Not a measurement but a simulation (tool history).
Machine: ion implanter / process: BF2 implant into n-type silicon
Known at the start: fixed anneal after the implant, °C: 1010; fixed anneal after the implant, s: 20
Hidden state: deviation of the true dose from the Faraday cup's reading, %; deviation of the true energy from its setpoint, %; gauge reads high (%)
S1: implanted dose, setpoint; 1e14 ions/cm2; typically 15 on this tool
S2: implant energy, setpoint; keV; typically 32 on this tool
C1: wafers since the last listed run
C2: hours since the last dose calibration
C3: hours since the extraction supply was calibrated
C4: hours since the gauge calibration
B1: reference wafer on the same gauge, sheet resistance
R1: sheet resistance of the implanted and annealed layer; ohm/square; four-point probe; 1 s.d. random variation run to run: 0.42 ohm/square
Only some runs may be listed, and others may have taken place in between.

{"run": 1, "hour": 0.0, "S1": 15, "S2": 32, "C1": 0, "C2": 393.4, "C3": 2457.2, "C4": 2034, "B1": 106.28, "R1": 123.41}
{"run": 2, "hour": 105.8, "S1": 15, "S2": 32, "C1": 2375, "C2": 499.2, "C3": 2563, "C4": 2139.8, "B1": 106.32, "R1": 124.47}
{"run": 3, "hour": 199.9, "S1": 15, "S2": 32, "C1": 2112, "C2": 593.3, "C3": 2657.1, "C4": 2233.9, "B1": 106.1, "R1": 123.49}
{"run": 4, "hour": 245.4, "S1": 15, "S2": 32, "C1": 1021, "C2": 638.8, "C3": 2702.6, "C4": 2279.4, "B1": 106.16, "R1": 124.43}
{"run": 5, "hour": 553.0, "S1": 12.42, "S2": 32, "C1": 6906, "C2": 946.4, "C3": 3010.2, "C4": 2587, "B1": 105.81, "R1": 129.38}
{"run": 6, "hour": 609.9, "S1": 12.42, "S2": 32, "C1": 1277, "C2": 1003.3, "C3": 3067.1, "C4": 2643.9, "B1": 105.84, "R1": 129.85}
{"run": 7, "hour": 692.4, "S1": 15, "S2": 32, "C1": 1852, "C2": 1085.8, "C3": 3149.6, "C4": 2726.4, "B1": 105.68, "R1": 122.52}
{"run": 8, "hour": 843.4, "S1": 15, "S2": 32, "C1": 3390, "C2": 1236.8, "C3": 3300.6, "C4": 2877.4, "B1": 105.61, "R1": 123.83}
{"run": 9, "hour": 924.5, "S1": 15, "S2": 32, "C1": 1820, "C2": 1317.9, "C3": 3381.7, "C4": 2958.5, "B1": 105.56, "R1": 122.89}
{"run": 10, "hour": 1006.9, "S1": 15, "S2": 26, "C1": 1850, "C2": 1400.3, "C3": 3464.1, "C4": 3040.9, "B1": 105.47, "R1": 135.38}
{"run": 11, "hour": 1110.3, "S1": 15, "S2": 26, "C1": 2321, "C2": 1503.7, "C3": 3567.5, "C4": 3144.3, "B1": 105.3, "R1": 135.83}
{"run": 12, "hour": 1180.8, "S1": 13.08, "S2": 32, "C1": 1582, "C2": 1574.2, "C3": 3638, "C4": 3214.8, "B1": 105.27, "R1": 127.96}
{"run": 13, "hour": 1272.2, "S1": 13.08, "S2": 32, "C1": 2052, "C2": 1665.6, "C3": 3729.4, "C4": 3306.2, "B1": 105.19, "R1": 127.08}
{"run": 14, "hour": 1340.3, "S1": 13.08, "S2": 32, "C1": 1529, "C2": 1733.7, "C3": 3797.5, "C4": 3374.3, "B1": 105.19, "R1": 126.49}
{"run": 15, "hour": 1436.3, "S1": 15, "S2": 32, "C1": 2155, "C2": 1829.7, "C3": 3893.5, "C4": 3470.3, "B1": 105.1, "R1": 121.76}
{"hour": 1490.7, "done": "Faraday cup replaced and dose calibrated"}
{"run": 16, "hour": 1502.4, "S1": 17.47, "S2": 26, "C1": 1304, "C2": 11.7, "C3": 3959.6, "C4": 3536.4, "B1": 105.03, "R1": 131.13}
{"hour": 1554.3, "done": "extraction supply calibrated"}
{"run": 17, "hour": 1556.3, "S1": 12.36, "S2": 22, "C1": 1030, "C2": 65.6, "C3": 2, "C4": 3590.3, "B1": 104.98, "R1": 150.74}
{"run": 18, "hour": 1662.8, "S1": 16.65, "S2": 36, "C1": 2391, "C2": 172.1, "C3": 108.5, "C4": 3696.8, "B1": 104.86, "R1": 114.74}
{"run": 19, "hour": 1738.3, "S1": 15, "S2": 32, "C1": 1695, "C2": 247.6, "C3": 184, "C4": 3772.3, "B1": 104.91, "R1": 122.24}
{"run": 20, "hour": 1814.9, "S1": 13.29, "S2": 35, "C1": 1719, "C2": 324.2, "C3": 260.6, "C4": 3848.9, "B1": 104.8, "R1": 121.08}
{"run": 21, "hour": 1890.5, "S1": 13.08, "S2": 32, "C1": 1697, "C2": 399.8, "C3": 336.2, "C4": 3924.5, "B1": 104.68, "R1": 126.16}
{"hour": 1944.3, "done": "gauge calibrated"}
{"run": 22, "hour": 1958.7, "S1": 12.79, "S2": 38, "C1": 1531, "C2": 468, "C3": 404.4, "C4": 14.4, "B1": 108.15, "R1": 122.31}
{"run": 23, "hour": 2009.9, "S1": 17.37, "S2": 32, "C1": 1149, "C2": 519.2, "C3": 455.6, "C4": 65.6, "B1": 108.2, "R1": 122.91}
{"run": 24, "hour": 2078.7, "S1": 11.25, "S2": 39.5, "C1": 1544, "C2": 588, "C3": 524.4, "C4": 134.4, "B1": 108.03, "R1": 126.73}
{"run": 25, "hour": 2155.5, "S1": 15, "S2": 32, "C1": 1724, "C2": 664.8, "C3": 601.2, "C4": 211.2, "B1": 108.03, "R1": 125.99}
{"run": 26, "hour": 2236.2, "S1": 15, "S2": 32, "C1": 1811, "C2": 745.5, "C3": 681.9, "C4": 291.9, "B1": 107.85, "R1": 126.38}
{"run": 27, "hour": 2308.0, "S1": 18.62, "S2": 22.5, "C1": 1612, "C2": 817.3, "C3": 753.7, "C4": 363.7, "B1": 107.85, "R1": 143.62}
{"run": 28, "hour": 2435.8, "S1": 13.28, "S2": 23.5, "C1": 2869, "C2": 945.1, "C3": 881.5, "C4": 491.5, "B1": 107.69, "R1": 147.71}
{"run": 29, "hour": 2531.3, "S1": 16.7, "S2": 26, "C1": 2144, "C2": 1040.6, "C3": 977, "C4": 587, "B1": 107.72, "R1": 135.73}
{"run": 30, "hour": 2575.5, "S1": 19.18, "S2": 39.5, "C1": 992, "C2": 1084.8, "C3": 1021.2, "C4": 631.2, "B1": 107.59, "R1": 109.58}
{"run": 31, "hour": 2632.2, "S1": 17.83, "S2": 32, "C1": 1273, "C2": 1141.5, "C3": 1077.9, "C4": 687.9, "B1": 107.57, "R1": 121.23}
{"run": 32, "hour": 2701.6, "S1": 11.02, "S2": 32, "C1": 1558, "C2": 1210.9, "C3": 1147.3, "C4": 757.3, "B1": 107.53, "R1": 137.86}
{"run": 33, "hour": 2760.5, "S1": 17.1, "S2": 35.5, "C1": 1322, "C2": 1269.8, "C3": 1206.2, "C4": 816.2, "B1": 107.53, "R1": 116.85}
{"run": 34, "hour": 2810.9, "S1": 11.62, "S2": 25.5, "C1": 1131, "C2": 1320.2, "C3": 1256.6, "C4": 866.6, "B1": 107.38, "R1": 147.25}
{"run": 35, "hour": 2888.8, "S1": 15, "S2": 32, "C1": 1749, "C2": 1398.1, "C3": 1334.5, "C4": 944.5, "B1": 107.48, "R1": 124.32}
{"run": 36, "hour": 2977.3, "S1": 15, "S2": 32, "C1": 1987, "C2": 1486.6, "C3": 1423, "C4": 1033, "B1": 107.25, "R1": 124.91}
{"run": 37, "hour": 3074.8, "S1": 12.24, "S2": 28.5, "C1": 2189, "C2": 1584.1, "C3": 1520.5, "C4": 1130.5, "B1": 107.22, "R1": 138.76}
{"run": 38, "hour": 3162.2, "S1": 17.32, "S2": 32, "C1": 1962, "C2": 1671.5, "C3": 1607.9, "C4": 1217.9, "B1": 107.02, "R1": 122.05}

The tool's hidden state at each run:
deviation of the true dose from the Faraday cup's reading, %: 0 at every run
deviation of the true energy from its setpoint, %: 0 at every run
H1: gauge reads high (%)
run=1 H1=-1.56
run=2 H1=-1.64
run=3 H1=-1.72
run=4 H1=-1.75
run=5 H1=-2
run=6 H1=-2.05
run=7 H1=-2.11
run=8 H1=-2.23
run=9 H1=-2.3
run=10 H1=-2.37
run=11 H1=-2.45
run=12 H1=-2.51
run=13 H1=-2.58
run=14 H1=-2.63
run=15 H1=-2.71
run=16 H1=-2.76
run=17 H1=-2.81
run=18 H1=-2.89
run=19 H1=-2.95
run=20 H1=-3.02
run=21 H1=-3.08
run=22 H1=0.137
run=23 H1=0.096
run=24 H1=0.0407
run=25 H1=-0.0211
run=26 H1=-0.086
run=27 H1=-0.144
run=28 H1=-0.246
run=29 H1=-0.323
run=30 H1=-0.359
run=31 H1=-0.404
run=32 H1=-0.46
run=33 H1=-0.508
run=34 H1=-0.548
run=35 H1=-0.611
run=36 H1=-0.682
run=37 H1=-0.76
run=38 H1=-0.831
